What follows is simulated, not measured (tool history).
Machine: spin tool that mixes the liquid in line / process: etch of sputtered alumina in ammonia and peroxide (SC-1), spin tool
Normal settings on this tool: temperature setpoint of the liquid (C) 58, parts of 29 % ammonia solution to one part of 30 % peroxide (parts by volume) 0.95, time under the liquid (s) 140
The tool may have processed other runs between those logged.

run,hour,temperature setpoint of the liquid (C),parts of 29 % ammonia solution to one part of 30 % peroxide (parts by volume),time under the liquid (s),wafers since the last listed run,hours since the thermometer was replaced,hours since the ammonia flow meter was replaced,hours since the heated supply line was repaired,hours since the drum of ammonia solution was connected,hours since the gauge calibration,"read-back film thickness of the sputtered alumina reference wafer, read on the same gauge (nm)",thickness taken off the sputtered alumina on a monitor wafer (nm)
1,0,58,0.95,140,0,919.6,466.3,1262,611.5,1133.5,40,11.7
# hour 27.1: new drum of ammonia solution connected
2,97.1,58,0.95,140,583,1016.7,563.4,1359.1,70,1230.6,40,11.82
3,138.3,66,0.95,140,250,1057.9,604.6,1400.3,111.2,1271.8,40.01,17.81
4,199.6,66,0.95,140,372,1119.2,665.9,1461.6,172.5,1333.1,39.99,17.69
5,272.5,58,0.95,140,443,1192.1,738.8,1534.5,245.4,1406,40,11.74
6,310.1,58,0.95,140,228,1229.7,776.4,1572.1,283,1443.6,40.01,11.64
7,369.2,58,0.95,140,359,1288.8,835.5,1631.2,342.1,1502.7,40.02,11.79
8,415.8,58,0.95,140,283,1335.4,882.1,1677.8,388.7,1549.3,40.01,11.73
# hour 419.4: ammonia flow meter replaced
# hour 493.9: thermometer replaced
9,512.6,58,0.55,140,576,18.7,93.2,1774.6,485.5,1646.1,40.01,11.23
# hour 590: new drum of ammonia solution connected
10,601.6,53.5,0.95,140,534,107.7,182.2,1863.6,11.6,1735.1,39.99,9.37
# hour 646: heated supply line repaired
11,693.6,58,1.2,140,553,199.7,274.2,47.6,103.6,1827.1,39.95,12.03
12,790.3,61,1.1,200,587,296.4,370.9,144.3,200.3,1923.8,40.01,20
13,872.4,54.5,0.6,170,498,378.5,453,226.4,282.4,2005.9,40.01,11.39
14,940.2,58,1.1,140,412,446.3,520.8,294.2,350.2,2073.7,40,11.81
15,1023.9,58,0.95,120,508,530,604.5,377.9,433.9,2157.4,39.98,10.07
# hour 1120.6: gauge calibrated
# hour 1132.7: ammonia flow meter replaced
# hour 1173.1: new drum of ammonia solution connected
16,1336.4,58,0.65,225,1886,842.5,203.7,690.4,163.3,215.8,40,18.19
17,1389.4,58,0.95,170,322,895.5,256.7,743.4,216.3,268.8,40.02,14.35
18,1452.4,49.5,1.2,90,382,958.5,319.7,806.4,279.3,331.8,40.02,4.92
19,1507,54.5,0.6,170,331,1013.1,374.3,861,333.9,386.4,40,11.37
20,1545.3,58,0.95,140,232,1051.4,412.6,899.3,372.2,424.7,40,11.85
21,1641.1,58,0.55,140,582,1147.2,508.4,995.1,468,520.5,39.96,11.09
22,1731.5,61.5,0.95,140,549,1237.6,598.8,1085.5,558.4,610.9,40,14.28
# hour 1760.6: new drum of ammonia solution connected
23,1815.3,62.5,0.6,75,503,1321.4,682.6,1169.3,54.7,694.7,40.02,7.62
# hour 1831.9: ammonia flow meter replaced
# hour 1844.9: thermometer replaced
24,1908.9,58,0.95,200,556,64,77,1262.9,148.3,788.3,40,17.17
25,2119.6,62,1.2,105,1280,274.7,287.7,1473.6,359,999,40,11.17

Entry by entry between the runs, the difference in hidden state between the last listed run before and the first listed run after:
From run 1 to run 2: new drum of ammonia solution connected (hour 27.1)
  no hidden state differs between the two runs
From run 8 to run 9: ammonia flow meter replaced (hour 419.4); thermometer replaced (hour 493.9)
  no hidden state differs between the two runs
From run 9 to run 10: new drum of ammonia solution connected (hour 590)
  no hidden state differs between the two runs
From run 10 to run 11: heated supply line repaired (hour 646)
  no hidden state differs between the two runs
From run 15 to run 16: gauge calibrated (hour 1120.6); ammonia flow meter replaced (hour 1132.7); new drum of ammonia solution connected (hour 1173.1)
  no hidden state differs between the two runs
From run 22 to run 23: new drum of ammonia solution connected (hour 1760.6)
  no hidden state differs between the two runs
From run 23 to run 24: ammonia flow meter replaced (hour 1831.9); thermometer replaced (hour 1844.9)
  no hidden state differs between the two runs
